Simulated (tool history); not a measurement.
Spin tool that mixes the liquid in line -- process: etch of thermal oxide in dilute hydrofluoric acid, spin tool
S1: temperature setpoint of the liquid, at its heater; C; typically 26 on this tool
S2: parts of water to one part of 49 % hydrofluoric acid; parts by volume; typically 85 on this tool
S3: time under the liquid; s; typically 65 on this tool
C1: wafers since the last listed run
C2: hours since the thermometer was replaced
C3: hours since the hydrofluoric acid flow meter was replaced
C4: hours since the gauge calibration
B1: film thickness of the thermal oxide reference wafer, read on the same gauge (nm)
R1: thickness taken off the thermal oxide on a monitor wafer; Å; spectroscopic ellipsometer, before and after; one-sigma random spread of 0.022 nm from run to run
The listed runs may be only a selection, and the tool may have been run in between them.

{"run": 1, "day": 0.0, "S1": 26, "S2": 85, "S3": 65, "C1": 0, "C2": 925.5, "C3": 1326.4, "C4": 365.9, "B1": 150.012, "R1": 44.34}
{"run": 2, "day": 1.3, "S1": 26, "S2": 85, "S3": 65, "C1": 327, "C2": 956.7, "C3": 1357.6, "C4": 397.1, "B1": 150.028, "R1": 43.85}
{"run": 3, "day": 1.821, "S1": 26, "S2": 55, "S3": 50, "C1": 131, "C2": 969.2, "C3": 1370.1, "C4": 409.6, "B1": 150.014, "R1": 55.04}
{"run": 4, "day": 2.875, "S1": 26, "S2": 115, "S3": 65, "C1": 265, "C2": 994.5, "C3": 1395.4, "C4": 434.9, "B1": 150.011, "R1": 31.46}
{"run": 5, "day": 3.821, "S1": 26, "S2": 115, "S3": 65, "C1": 238, "C2": 1017.2, "C3": 1418.1, "C4": 457.6, "B1": 149.983, "R1": 31.42}
{"run": 6, "day": 4.433, "S1": 26, "S2": 115, "S3": 65, "C1": 154, "C2": 1031.9, "C3": 1432.8, "C4": 472.3, "B1": 149.966, "R1": 31.49}
{"run": 7, "day": 5.383, "S1": 26, "S2": 70, "S3": 40, "C1": 239, "C2": 1054.7, "C3": 1455.6, "C4": 495.1, "B1": 149.987, "R1": 33.76}
{"run": 8, "day": 5.883, "S1": 26, "S2": 70, "S3": 40, "C1": 125, "C2": 1066.7, "C3": 1467.6, "C4": 507.1, "B1": 150.059, "R1": 33.98}
{"run": 9, "day": 6.438, "S1": 26, "S2": 85, "S3": 65, "C1": 139, "C2": 1080, "C3": 1480.9, "C4": 520.4, "B1": 150.039, "R1": 44.22}
{"run": 10, "day": 7.204, "S1": 26, "S2": 85, "S3": 65, "C1": 193, "C2": 1098.4, "C3": 1499.3, "C4": 538.8, "B1": 150.004, "R1": 44.45}
{"run": 11, "day": 7.896, "S1": 26, "S2": 85, "S3": 65, "C1": 174, "C2": 1115, "C3": 1515.9, "C4": 555.4, "B1": 150.049, "R1": 44.59}
{"run": 12, "day": 8.85, "S1": 24, "S2": 85, "S3": 85, "C1": 240, "C2": 1137.9, "C3": 1538.8, "C4": 578.3, "B1": 149.994, "R1": 54.15}
{"run": 13, "day": 9.671, "S1": 26, "S2": 85, "S3": 35, "C1": 206, "C2": 1157.6, "C3": 1558.5, "C4": 598, "B1": 150.018, "R1": 24.15}
{"run": 14, "day": 10.875, "S1": 29.5, "S2": 110, "S3": 55, "C1": 303, "C2": 1186.5, "C3": 1587.4, "C4": 626.9, "B1": 150.025, "R1": 32.13}
{"run": 15, "day": 12.154, "S1": 23, "S2": 85, "S3": 80, "C1": 322, "C2": 1217.2, "C3": 1618.1, "C4": 657.6, "B1": 150.03, "R1": 49.12}
{"day": 13.004, "done": "thermometer replaced"}
{"run": 16, "day": 13.025, "S1": 26, "S2": 85, "S3": 65, "C1": 208, "C2": 0.5, "C3": 1639, "C4": 678.5, "B1": 150, "R1": 46.69}
{"run": 17, "day": 14.308, "S1": 26, "S2": 85, "S3": 65, "C1": 323, "C2": 31.3, "C3": 1669.8, "C4": 709.3, "B1": 149.993, "R1": 46.97}
{"day": 14.671, "done": "gauge calibrated"}
{"run": 18, "day": 15.708, "S1": 26, "S2": 120, "S3": 25, "C1": 352, "C2": 64.9, "C3": 1703.4, "C4": 24.9, "B1": 149.938, "R1": 12.13}
{"run": 19, "day": 16.808, "S1": 21, "S2": 125, "S3": 45, "C1": 277, "C2": 91.3, "C3": 1729.8, "C4": 51.3, "B1": 150.028, "R1": 17.24}
{"run": 20, "day": 17.633, "S1": 24, "S2": 65, "S3": 105, "C1": 207, "C2": 111.1, "C3": 1749.6, "C4": 71.1, "B1": 149.999, "R1": 93.85}
{"run": 21, "day": 19.083, "S1": 26, "S2": 85, "S3": 65, "C1": 365, "C2": 145.9, "C3": 1784.4, "C4": 105.9, "B1": 150.003, "R1": 47.37}
{"run": 22, "day": 20.917, "S1": 26, "S2": 85, "S3": 65, "C1": 461, "C2": 189.9, "C3": 1828.4, "C4": 149.9, "B1": 150.003, "R1": 47.16}
{"day": 21.333, "done": "thermometer replaced, repeated, since the last time left the tool worse"}
{"run": 23, "day": 21.65, "S1": 26, "S2": 70, "S3": 30, "C1": 174, "C2": 7.6, "C3": 1846, "C4": 167.5, "B1": 149.975, "R1": 23.89}
{"run": 24, "day": 23.092, "S1": 26, "S2": 85, "S3": 65, "C1": 363, "C2": 42.2, "C3": 1880.6, "C4": 202.1, "B1": 150.064, "R1": 42.31}
{"day": 23.396, "done": "hydrofluoric acid flow meter replaced"}
{"run": 25, "day": 24.083, "S1": 26, "S2": 105, "S3": 40, "C1": 239, "C2": 66, "C3": 16.5, "C4": 225.9, "B1": 150.014, "R1": 20.32}
{"run": 26, "day": 25.583, "S1": 30, "S2": 55, "S3": 30, "C1": 377, "C2": 102, "C3": 52.5, "C4": 261.9, "B1": 150.059, "R1": 36.59}
{"run": 27, "day": 26.625, "S1": 26, "S2": 125, "S3": 65, "C1": 262, "C2": 127, "C3": 77.5, "C4": 286.9, "B1": 150.004, "R1": 27.25}
{"run": 28, "day": 27.929, "S1": 28, "S2": 125, "S3": 65, "C1": 328, "C2": 158.3, "C3": 108.8, "C4": 318.2, "B1": 149.978, "R1": 29.5}
{"run": 29, "day": 28.708, "S1": 30.5, "S2": 85, "S3": 65, "C1": 196, "C2": 177, "C3": 127.5, "C4": 336.9, "B1": 150.044, "R1": 50.3}
{"run": 30, "day": 30.021, "S1": 30.5, "S2": 110, "S3": 45, "C1": 330, "C2": 208.5, "C3": 159, "C4": 368.4, "B1": 150.05, "R1": 25.79}
{"run": 31, "day": 30.725, "S1": 30, "S2": 50, "S3": 95, "C1": 177, "C2": 225.4, "C3": 175.9, "C4": 385.3, "B1": 150.051, "R1": 129.91}
{"run": 32, "day": 32.079, "S1": 26, "S2": 85, "S3": 65, "C1": 341, "C2": 257.9, "C3": 208.4, "C4": 417.8, "B1": 150.025, "R1": 42.7}
{"run": 33, "day": 32.983, "S1": 26, "S2": 55, "S3": 50, "C1": 227, "C2": 279.6, "C3": 230.1, "C4": 439.5, "B1": 150.048, "R1": 52.96}
{"run": 34, "day": 34.292, "S1": 23, "S2": 65, "S3": 65, "C1": 329, "C2": 311, "C3": 261.5, "C4": 470.9, "B1": 149.963, "R1": 50.49}
{"run": 35, "day": 35.433, "S1": 30, "S2": 85, "S3": 100, "C1": 287, "C2": 338.4, "C3": 288.9, "C4": 498.3, "B1": 149.981, "R1": 76.14}

Branching from run 35: 3 alternative next runs. What would each branch give?
{"run": "A", "day": 35.45, "S1": 26, "S2": 85, "S3": 65, "C1": 4, "C2": 338.8, "C3": 289.3, "C4": 498.7, "B1": "?", "R1": "?"}
{"run": "B", "day": 35.45, "S1": 29.5, "S2": 115, "S3": 40, "C1": 4, "C2": 338.8, "C3": 289.3, "C4": 498.7, "B1": "?", "R1": "?"}
{"run": "C", "day": 35.45, "S1": 27.5, "S2": 120, "S3": 55, "C1": 4, "C2": 338.8, "C3": 289.3, "C4": 498.7, "B1": "?", "R1": "?"}

run=A B1=149.971 R1=42.87
run=B B1=149.971 R1=21.39
run=C B1=149.971 R1=25.98
With the hidden condition removed and each run's random variation left untouched, the same runs would have given:
run=A R1=41.79
run=B R1=20.88
run=C R1=25.36

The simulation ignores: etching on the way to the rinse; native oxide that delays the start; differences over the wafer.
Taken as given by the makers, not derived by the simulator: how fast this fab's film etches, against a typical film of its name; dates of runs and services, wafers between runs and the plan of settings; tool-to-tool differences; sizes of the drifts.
